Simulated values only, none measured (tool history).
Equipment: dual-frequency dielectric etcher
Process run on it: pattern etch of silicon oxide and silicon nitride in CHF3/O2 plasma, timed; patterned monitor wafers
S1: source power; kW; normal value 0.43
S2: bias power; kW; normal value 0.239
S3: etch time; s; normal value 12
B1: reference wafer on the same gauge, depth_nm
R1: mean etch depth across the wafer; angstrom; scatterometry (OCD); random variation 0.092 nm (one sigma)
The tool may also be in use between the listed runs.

run 1 hour=0 | S1=0.43 S2=0.219 S3=12 | B1=20.39 | R1=167.7
run 2 hour=99.8 | S1=0.43 S2=0.239 S3=12 | B1=20.43 | R1=174.8
-- hour=191.7 wet clean of the chamber
run 3 hour=192.2 | S1=0.43 S2=0.22 S3=12 | B1=20.4 | R1=169.5
run 4 hour=256.1 | S1=0.43 S2=0.22 S3=12 | B1=20.41 | R1=167.4
run 5 hour=321.5 | S1=0.43 S2=0.22 S3=12 | B1=20.39 | R1=169
run 6 hour=388.4 | S1=0.43 S2=0.263 S3=12 | B1=20.41 | R1=181.4
run 7 hour=434.6 | S1=0.43 S2=0.263 S3=12 | B1=20.41 | R1=182.7
run 8 hour=515.8 | S1=0.43 S2=0.263 S3=12 | B1=20.39 | R1=182.1
run 9 hour=600 | S1=0.43 S2=0.239 S3=10 | B1=20.35 | R1=143.7
run 10 hour=662.6 | S1=0.43 S2=0.204 S3=12 | B1=20.4 | R1=163.7
run 11 hour=699.8 | S1=0.43 S2=0.239 S3=12 | B1=20.38 | R1=173.6
run 12 hour=765 | S1=0.38 S2=0.187 S3=14 | B1=20.46 | R1=175.1
-- hour=808.8 wet clean of the chamber
-- hour=848.5 source power generator calibrated
run 13 hour=866.7 | S1=0.43 S2=0.239 S3=12 | B1=20.4 | R1=174
run 14 hour=930 | S1=0.38 S2=0.211 S3=15.5 | B1=20.39 | R1=204
run 15 hour=995.9 | S1=0.43 S2=0.239 S3=12 | B1=20.33 | R1=174.4
run 16 hour=1087 | S1=0.43 S2=0.239 S3=12 | B1=20.38 | R1=175
-- hour=1092.7 gauge calibrated
run 17 hour=1165.9 | S1=0.39 S2=0.239 S3=10.5 | B1=20.41 | R1=146.2
-- hour=1227.3 bias power generator calibrated
run 18 hour=1240.2 | S1=0.49 S2=0.289 S3=12 | B1=20.37 | R1=200.3
-- hour=1267.6 upper electrode replaced
run 19 hour=1289.6 | S1=0.34 S2=0.184 S3=14 | B1=20.44 | R1=166.6
-- hour=1352.6 wet clean of the chamber
run 20 hour=1379.2 | S1=0.43 S2=0.239 S3=14 | B1=20.41 | R1=202.4
run 21 hour=1690.5 | S1=0.53 S2=0.292 S3=12 | B1=20.38 | R1=206.8
run 22 hour=1788.3 | S1=0.5 S2=0.276 S3=10.5 | B1=20.42 | R1=170.8

What if the next run were any one of these 3? Each begins from the tool's condition after run 22:
run A hour=1788.7 | S1=0.33 S2=0.239 S3=12 | B1=? | R1=?
run B hour=1788.7 | S1=0.33 S2=0.202 S3=12 | B1=? | R1=?
run C hour=1788.7 | S1=0.43 S2=0.239 S3=14.5 | B1=? | R1=?

run=A B1=20.38 R1=157.3
run=B B1=20.38 R1=147.1
run=C B1=20.38 R1=212.5
Stripped of hidden state, with their random variation kept, the same runs would have yielded:
run=A R1=157.3
run=B R1=147.1
run=C R1=212.5

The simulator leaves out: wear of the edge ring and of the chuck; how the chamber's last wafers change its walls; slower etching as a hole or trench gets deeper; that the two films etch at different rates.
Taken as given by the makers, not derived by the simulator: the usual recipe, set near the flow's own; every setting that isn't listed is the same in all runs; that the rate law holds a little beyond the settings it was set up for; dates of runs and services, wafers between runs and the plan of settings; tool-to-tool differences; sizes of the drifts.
